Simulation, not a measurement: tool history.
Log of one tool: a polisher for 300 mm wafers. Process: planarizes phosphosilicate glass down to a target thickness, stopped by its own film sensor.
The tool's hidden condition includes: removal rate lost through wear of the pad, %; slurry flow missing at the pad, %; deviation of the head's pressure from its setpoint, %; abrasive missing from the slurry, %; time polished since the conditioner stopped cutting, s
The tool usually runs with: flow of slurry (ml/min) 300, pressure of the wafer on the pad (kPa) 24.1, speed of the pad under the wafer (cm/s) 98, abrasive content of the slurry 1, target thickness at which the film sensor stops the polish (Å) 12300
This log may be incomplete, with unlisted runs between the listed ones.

run     day  flow of slurry (ml/min)  pressure of the wafer on the pad (kPa)  speed of the pad under the wafer (cm/s)  abrasive content of the slurry  target thickness at which the film sensor stops the polish (Å)  wafers since the last listed run  wafers polished on this pad  hours since the slurry nozzle was cleaned  hours since the head pressure was calibrated  hours since the slurry blender was calibrated  hours since the conditioning disc was replaced  incoming thickness of the incoming film, nm  time until the film sensor stopped the polish (s)
  1       0                      300                                    24.1                                       98                               1                                                           12300                                 0                         1870                                      514.3                                         130.8                                          134.4                                            33.5                                       1876.4                                               71.2
      1.738  -- worn pad replaced by a new one
  2   3.608                      300                                    24.1                                       98                               1                                                           12300                               909                          494                                      600.9                                         217.4                                            221                                           120.1                                         1858                                               66.8
      5.829  -- slurry blender recalibrated
  3   5.988                      300                                    24.1                                       98                               1                                                           12300                               606                         1100                                        658                                         274.5                                            3.8                                           177.2                                       1866.9                                               68.3
  4   9.975                      300                                    24.1                                       98                               1                                                           12300                              1053                         2154                                      753.7                                         370.2                                           99.5                                           272.9                                       1865.4                                               68.6
     12.358  -- worn pad replaced by a new one
  5  13.375                      300                                    24.1                                       98                               1                                                           12300                               854                          268                                      835.3                                         451.8                                          181.1                                           354.5                                       1915.2                                               72.7
     15.146  -- slurry blender recalibrated
     15.708  -- slurry nozzle cleaned
  6  17.379                      275                                    24.1                                       98                               1                                                           12300                              1024                         1292                                       40.1                                         547.9                                           53.6                                           450.6                                         1900                                               71.4
     17.704  -- conditioning disc replaced and pad reconditioned
  7  19.183                      275                                    24.1                                       98                               1                                                           12300                               454                         1747                                       83.4                                         591.2                                           96.9                                            35.5                                       1874.3                                               69.1
  8  21.112                      340                                    21.4                                       98                            1.15                                                           10870                               509                         2257                                      129.7                                         637.5                                          143.2                                            81.8                                       1913.1                                               92.2
     21.629  -- worn pad replaced by a new one
     24.346  -- head pressure recalibrated
     25.725  -- slurry blender recalibrated
     32.529  -- worn pad replaced by a new one
  9  33.242                      300                                    16.5                                      114                            0.75                                                           12300                              3071                          188                                      420.8                                         213.5                                          180.4                                           372.9                                       1912.8                                              102.4
 10  34.917                      300                                    24.1                                       98                               1                                                           12300                               442                          630                                        461                                         253.7                                          220.6                                           413.1                                       1894.3                                               69.5
     37.446  -- slurry blender recalibrated
 11  37.458                      300                                    21.4                                       98                               1                                                           11100                               649                         1280                                        522                                         314.7                                            0.3                                           474.1                                       1910.3                                               97.2
     40.138  -- conditioning disc replaced and pad reconditioned
     41.667  -- worn pad replaced by a new one
 12  41.829                      300                                    24.1                                      116                               1                                                           14020                              1088                           42                                      626.9                                         419.6                                          105.2                                            40.6                                       1878.9                                               45.3
 13  43.862                      300                                      31                                       98                               1                                                           11610                               537                          579                                      675.7                                         468.4                                            154                                            89.4                                       1855.8                                               57.7
     48.262  -- slurry blender recalibrated
 14  48.342                      300                                    24.1                                      126                            1.15                                                           11060                              1161                         1741                                      783.2                                         575.9                                            1.9                                           196.9                                       1900.1                                               66.6
     48.412  -- slurry nozzle cleaned
 15  51.292                      300                                    24.1                                       98                               1                                                           12300                               768                         2509                                       69.1                                         646.7                                           72.7                                           267.7                                       1885.7                                               71.8

Hidden condition of the tool, last listed run before each entry between runs versus first listed run after:
Runs 1 to 2: worn pad replaced by a new one (day 1.738)
  both runs share identical hidden conditions
Runs 2 to 3: slurry blender recalibrated (day 5.829)
  both runs share identical hidden conditions
Runs 4 to 5: worn pad replaced by a new one (day 12.358)
  both runs share identical hidden conditions
Runs 5 to 6: slurry blender recalibrated (day 15.146); slurry nozzle cleaned (day 15.708)
  both runs share identical hidden conditions
Runs 6 to 7: conditioning disc replaced and pad reconditioned (day 17.704)
  both runs share identical hidden conditions
Runs 8 to 9: worn pad replaced by a new one (day 21.629); head pressure recalibrated (day 24.346); slurry blender recalibrated (day 25.725); worn pad replaced by a new one (day 32.529)
  both runs share identical hidden conditions
Runs 10 to 11: slurry blender recalibrated (day 37.446)
  both runs share identical hidden conditions
Runs 11 to 12: conditioning disc replaced and pad reconditioned (day 40.138); worn pad replaced by a new one (day 41.667)
  both runs share identical hidden conditions
Runs 13 to 14: slurry blender recalibrated (day 48.262)
  both runs share identical hidden conditions
Runs 14 to 15: slurry nozzle cleaned (day 48.412)
  both runs share identical hidden conditions

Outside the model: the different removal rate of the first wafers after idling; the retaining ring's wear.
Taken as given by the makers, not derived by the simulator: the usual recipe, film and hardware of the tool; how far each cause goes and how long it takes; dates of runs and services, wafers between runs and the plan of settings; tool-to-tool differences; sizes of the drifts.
